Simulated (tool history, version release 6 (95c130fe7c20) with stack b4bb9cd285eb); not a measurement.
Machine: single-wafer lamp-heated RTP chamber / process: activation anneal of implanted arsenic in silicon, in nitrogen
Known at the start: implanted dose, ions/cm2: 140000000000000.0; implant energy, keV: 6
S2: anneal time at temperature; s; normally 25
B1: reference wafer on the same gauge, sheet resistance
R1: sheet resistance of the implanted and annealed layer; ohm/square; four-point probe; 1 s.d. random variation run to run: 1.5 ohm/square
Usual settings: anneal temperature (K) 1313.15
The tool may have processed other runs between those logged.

Run 1, hour 0.0: usual settings; B1 684.83. Result: R1 591.32 ohm/square.
Run 2, hour 7.1: usual settings; B1 686.05. Result: R1 589.70 ohm/square.
Run 3, hour 56.5: usual settings; B1 686.16. Result: R1 589.07 ohm/square.
Run 4, hour 73.0: usual settings; B1 686.11. Result: R1 591.39 ohm/square.
Run 5, hour 88.2: usual settings but anneal temperature (K) 1293.15; B1 686.54. Result: R1 600.21 ohm/square.
Run 6, hour 96.9: usual settings but anneal temperature (K) 1293.15; B1 686.05. Result: R1 603.02 ohm/square.
Run 7, hour 111.8: usual settings but anneal temperature (K) 1293.15; B1 685.67. Result: R1 601.68 ohm/square.
At hour 129.9: pyrometer window cleaned and pyrometer calibrated.
Run 8, hour 130.4: usual settings but anneal temperature (K) 1302.15; B1 686.39. Result: R1 592.42 ohm/square.
Run 9, hour 137.0: usual settings but anneal temperature (K) 1302.15; B1 686.63. Result: R1 592.60 ohm/square.
Run 10, hour 148.6: usual settings but anneal temperature (K) 1302.15; B1 686.18. Result: R1 589.18 ohm/square.
Run 11, hour 155.1: usual settings; B1 685.58. Result: R1 581.97 ohm/square.
Run 12, hour 164.1: usual settings; B1 685.29. Result: R1 583.66 ohm/square.
Run 13, hour 174.3: usual settings; B1 686.20. Result: R1 584.02 ohm/square.
Run 14, hour 185.6: usual settings; B1 685.78. Result: R1 581.85 ohm/square.
Run 15, hour 198.8: usual settings but anneal temperature (K) 1332.15; B1 685.29. Result: R1 569.44 ohm/square.
At hour 220.4: pyrometer window cleaned and pyrometer calibrated, repeated, since the last time left the tool worse.
Run 16, hour 224.6: usual settings but anneal temperature (K) 1332.15; B1 687.06. Result: R1 581.04 ohm/square.
Run 17, hour 238.2: usual settings but anneal temperature (K) 1302.15, S2 38 s; B1 685.81. Result: R1 588.57 ohm/square.
At hour 248.4: reflector plate cleaned.
Run 18, hour 253.8: usual settings; B1 686.33. Result: R1 593.53 ohm/square.
Run 19, hour 260.7: usual settings but anneal temperature (K) 1292.15, S2 17 s; B1 685.39. Result: R1 610.54 ohm/square.
Run 20, hour 274.5: usual settings but anneal temperature (K) 1343.15, S2 20 s; B1 685.60. Result: R1 579.23 ohm/square.
Run 21, hour 283.4: usual settings; B1 686.26. Result: R1 592.32 ohm/square.
Run 22, hour 291.8: usual settings; B1 685.77. Result: R1 592.18 ohm/square.
Run 23, hour 298.7: usual settings but anneal temperature (K) 1325.15, S2 39 s; B1 685.52. Result: R1 571.21 ohm/square.
Run 24, hour 307.7: usual settings; B1 686.40. Result: R1 589.55 ohm/square.
Run 25, hour 320.7: usual settings but anneal temperature (K) 1284.15, S2 31 s; B1 686.58. Result: R1 604.62 ohm/square.
At hour 334.8: gauge calibrated.
Run 26, hour 336.4: usual settings; B1 685.70. Result: R1 591.73 ohm/square.
Run 27, hour 348.1: usual settings but anneal temperature (K) 1337.15, S2 33 s; B1 685.59. Result: R1 565.87 ohm/square.
Run 28, hour 364.7: usual settings but anneal temperature (K) 1333.15, S2 38 s; B1 686.19. Result: R1 561.03 ohm/square.
Run 29, hour 372.7: usual settings but anneal temperature (K) 1327.15; B1 686.10. Result: R1 581.98 ohm/square.
Run 30, hour 385.3: usual settings but anneal temperature (K) 1298.15, S2 14 s; B1 685.11. Result: R1 610.66 ohm/square.

Estimate the outcome of run 31 from the log above:
Run 31, hour 402.2: usual settings but anneal temperature (K) 1300.15, S2 20 s; B1 ?. Result: R1 ?.

{"run 31": {"B1": 685.59, "R1": 600.51}}
With no hidden state in the tool, this same run would have given R1 604.02 ohm/square.

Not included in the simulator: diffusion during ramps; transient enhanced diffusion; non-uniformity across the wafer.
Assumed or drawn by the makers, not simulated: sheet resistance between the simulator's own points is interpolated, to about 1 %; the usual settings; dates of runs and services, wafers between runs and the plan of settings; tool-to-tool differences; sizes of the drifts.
